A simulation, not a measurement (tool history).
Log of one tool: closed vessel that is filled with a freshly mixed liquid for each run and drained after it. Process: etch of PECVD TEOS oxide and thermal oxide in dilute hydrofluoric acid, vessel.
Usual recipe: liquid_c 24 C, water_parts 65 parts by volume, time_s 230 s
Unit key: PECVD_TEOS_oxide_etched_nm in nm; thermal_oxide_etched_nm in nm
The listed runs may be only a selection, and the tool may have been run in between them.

run	hour	liquid_c	water_parts	time_s	read-back film thickness of the PECVD TEOS oxide reference wafer, read on the same gauge (nm)	read-back film thickness of the thermal oxide reference wafer, read on the same gauge (nm)	PECVD_TEOS_oxide_etched_nm	thermal_oxide_etched_nm
1	0	24	65	230	109.97	30	42.94	15.14
2	32.5	24	65	230	109.96	30.02	43.24	15.12
3	45.6	24	65	230	110.01	29.98	42.81	15.1
4	71.9	22.5	65	230	109.99	30.01	40.09	13.98
5	84.8	22.5	65	230	110	29.99	39.99	14
6	107.4	22.5	65	230	110	29.97	39.94	13.89
7	124.4	24	65	230	110.04	30.02	42.53	14.88
8	137.4	24	65	230	109.98	29.98	42.25	14.82
9	172	24	65	230	109.97	30.03	42.32	14.91
# hour 193.3: hydrofluoric acid flow meter replaced
10	198.8	24	65	230	110.03	30	43.67	15.3
11	232.1	26	35	335	109.95	30.01	134.1	46.79
12	252	28	50	140	110.05	30.03	41.16	14.63
13	267.6	28.5	45	265	110.01	30.01	88.76	31.82
# hour 280.9: gauge calibrated
14	301.7	26	65	360	109.99	30.04	74.04	25.72
# hour 321.6: thermometer replaced
15	330	24	65	230	110.02	29.99	47.58	16.86
16	360.9	20	65	140	109.97	30.01	24.47	8.62
17	391.1	27	65	230	109.97	29.99	53.56	18.85
18	425	27.5	50	230	110.02	30.01	71.99	25.31
19	441.3	22	75	230	110	29.99	37.1	13.04
20	468.1	24	65	230	110.01	29.99	46.95	16.55
21	495.8	19.5	65	230	109.96	30.01	38.8	13.71

What the log doesn't show, run by run:
gauge reads high (%): 0 in every run
H1: liquid colder than its thermometer reads (K)
H2: hydrofluoric acid flow below the setpoint (%)
run	H1	H2
1	2.1	2.75
2	2.14	2.88
3	2.16	2.93
4	2.19	3.03
5	2.2	3.08
6	2.23	3.17
7	2.25	3.23
8	2.27	3.29
9	2.31	3.42
10	2.34	0.314
11	2.39	0.444
12	2.41	0.521
13	2.43	0.582
14	2.47	0.714
15	0.163	0.824
16	0.201	0.944
17	0.238	1.06
18	0.28	1.19
19	0.3	1.26
20	0.333	1.36
21	0.367	1.47
